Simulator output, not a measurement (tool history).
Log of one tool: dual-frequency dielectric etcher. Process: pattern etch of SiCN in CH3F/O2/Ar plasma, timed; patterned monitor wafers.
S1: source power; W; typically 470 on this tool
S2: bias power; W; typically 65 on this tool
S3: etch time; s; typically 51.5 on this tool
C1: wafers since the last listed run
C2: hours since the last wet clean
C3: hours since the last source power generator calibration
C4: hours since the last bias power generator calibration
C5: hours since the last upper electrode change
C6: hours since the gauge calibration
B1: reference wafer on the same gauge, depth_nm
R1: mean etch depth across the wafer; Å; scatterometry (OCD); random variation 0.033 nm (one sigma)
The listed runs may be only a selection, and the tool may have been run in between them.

run	day	S1	S2	S3	C1	C2	C3	C4	C5	C6	B1	R1
1	0	470	65	51.5	0	245.9	4305.2	2431	3052	89.1	19.01	216.9
2	0.262	470	65	51.5	56	252.2	4311.5	2437.3	3058.3	95.4	19	216.6
3	1.004	470	65	51.5	159	270	4329.3	2455.1	3076.1	113.2	19	217
# day 1.425: gauge calibrated
4	1.479	470	65	51.5	102	281.4	4340.7	2466.5	3087.5	1.3	19	216.9
5	2.012	470	65	51.5	115	294.2	4353.5	2479.3	3100.3	14.1	19	216.6
6	2.279	470	65	51.5	57	300.6	4359.9	2485.7	3106.7	20.5	19	216.5
# day 3.612: upper electrode replaced
7	3.633	470	65	51.5	76	333.1	4392.4	2518.2	0.5	53	19.01	216.1
8	4.596	430	72	51.5	207	356.2	4415.5	2541.3	23.6	76.1	19	215.2
9	5.021	430	72	51.5	91	366.4	4425.7	2551.5	33.8	86.3	19	214.3
# day 5.888: bias power generator calibrated
# day 6.1: wet clean of the chamber
10	6.121	430	72	51.5	155	0.5	4452.1	5.6	60.2	112.7	18.99	217.2
11	6.167	470	65	38.5	9	1.6	4453.2	6.7	61.3	113.8	19	163.6
12	6.538	470	52	43.5	79	10.5	4462.1	15.6	70.2	122.7	19	173.1
# day 7.192: gauge calibrated
13	7.275	570	80	60	159	28.2	4479.8	33.3	87.9	2	19.01	293.9
14	7.896	470	75	41.5	133	43.1	4494.7	48.2	102.8	16.9	19	183.7
# day 8.067: source power generator calibrated
15	8.158	470	65	51.5	20	49.4	2.2	54.5	109.1	23.2	19	217.6
16	8.804	470	58	51.5	139	64.9	17.7	70	124.6	38.7	19	210.4
17	9.221	530	53	64.5	89	74.9	27.7	80	134.6	48.7	18.99	269.9
18	9.492	520	65	59	58	81.4	34.2	86.5	141.1	55.2	19	260.8
19	10.012	570	80	60	112	93.9	46.7	99	153.6	67.7	19	293.7
20	10.588	420	65	39.5	124	107.7	60.5	112.8	167.4	81.5	19	159.3

Same runs, no hidden state in the tool, same run-to-run variation:
The hidden state here: etch rate over this chamber's usual, %; source power that arrives over what is set, %; bias power that arrives over what is set, %; gauge reads high (%).
run	R1
1	218.4
2	218.2
3	218.7
4	218.7
5	218.5
6	218.4
7	218.3
8	217.5
9	216.8
10	217.2
11	163.6
12	173.2
13	294.2
14	184
15	218
16	210.9
17	270.6
18	261.5
19	294.8
20	159.9

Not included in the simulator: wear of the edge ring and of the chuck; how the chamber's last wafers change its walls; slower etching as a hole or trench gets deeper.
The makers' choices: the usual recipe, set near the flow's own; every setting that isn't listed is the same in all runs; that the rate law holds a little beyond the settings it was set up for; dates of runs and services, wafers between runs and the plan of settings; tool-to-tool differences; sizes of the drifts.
